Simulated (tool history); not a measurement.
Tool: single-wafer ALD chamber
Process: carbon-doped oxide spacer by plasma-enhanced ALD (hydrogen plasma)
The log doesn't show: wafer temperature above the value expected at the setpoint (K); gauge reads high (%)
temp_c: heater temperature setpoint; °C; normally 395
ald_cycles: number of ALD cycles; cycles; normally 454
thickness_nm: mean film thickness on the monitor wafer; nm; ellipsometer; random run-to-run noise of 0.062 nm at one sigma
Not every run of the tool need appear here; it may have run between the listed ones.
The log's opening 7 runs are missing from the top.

run    hour  temp_c  ald_cycles  wafers since the last listed run  hours since the last thermocouple change  hours since the gauge calibration  read-back reference wafer on the same gauge, thickness_nm  thickness_nm
  8   465.4     399         454                                54                                    1362.5                             2365.1                                                     23.789        24.548
  9   514.2     395         454                                34                                    1411.3                             2413.9                                                     23.788        24.512
 10   583.7     395         454                                49                                    1480.8                             2483.4                                                      23.77        24.647
      599.2  -- thermocouple changed; heater temperature recalibrated
 11   652.6     395         454                                42                                      53.4                             2552.3                                                     23.755        24.507
 12   716.9     395         454                                45                                     117.7                             2616.6                                                     23.748        24.539
 13     802     395         454                                60                                     202.8                             2701.7                                                     23.748        24.427
 14   854.1     395         454                                36                                     254.9                             2753.8                                                      23.74        24.505
 15  1161.8     404         454                               216                                     562.6                             3061.5                                                     23.719        24.257
 16  1267.1     404         454                                74                                     667.9                             3166.8                                                     23.697        24.108
     1335.9  -- gauge calibrated
 17  1344.8     404         454                                54                                     745.6                                8.9                                                      23.96         24.43
 18  1427.8     395         454                                58                                     828.6                               91.9                                                     23.948        24.735
 19  1495.7     395         454                                47                                     896.5                              159.8                                                     23.961         24.74
 20  1592.4     395         492                                68                                     993.2                              256.5                                                     23.928        26.867
 21  1667.2     395         454                                52                                      1068                              331.3                                                     23.952        24.837
 22    1704     395         454                                25                                    1104.8                              368.1                                                     23.928         24.69
 23  1788.7     385         397                                59                                    1189.5                              452.8                                                     23.938        21.618
 24  1838.2     395         454                                34                                      1239                              502.3                                                     23.923        24.577
 25  1913.8     395         454                                53                                    1314.6                              577.9                                                      23.93         24.68
 26  2017.5     404         454                                73                                    1418.3                              681.6                                                       23.9        24.423
     2039.6  -- thermocouple changed; heater temperature recalibrated
 27  2078.9     395         397                                37                                      39.3                                743                                                     23.901        21.601
 28  2152.5     395         395                                51                                     112.9                              816.6                                                     23.889        21.433
 29  2260.3     400         508                                76                                     220.7                              924.4                                                     23.893        27.483
 30  2361.8     395         527                                71                                     322.2                             1025.9                                                      23.87        28.631

Predict the results of run 31:
 31  2430.2     399         396                                48                                     390.6                             1094.3                                                          ?             ?

Run 31 measured read-back reference wafer on the same gauge, thickness_nm 23.834, thickness_nm 21.495 nm.
On a tool with no hidden condition, and with the same random variation, this run would have come out at thickness_nm 21.609 nm.
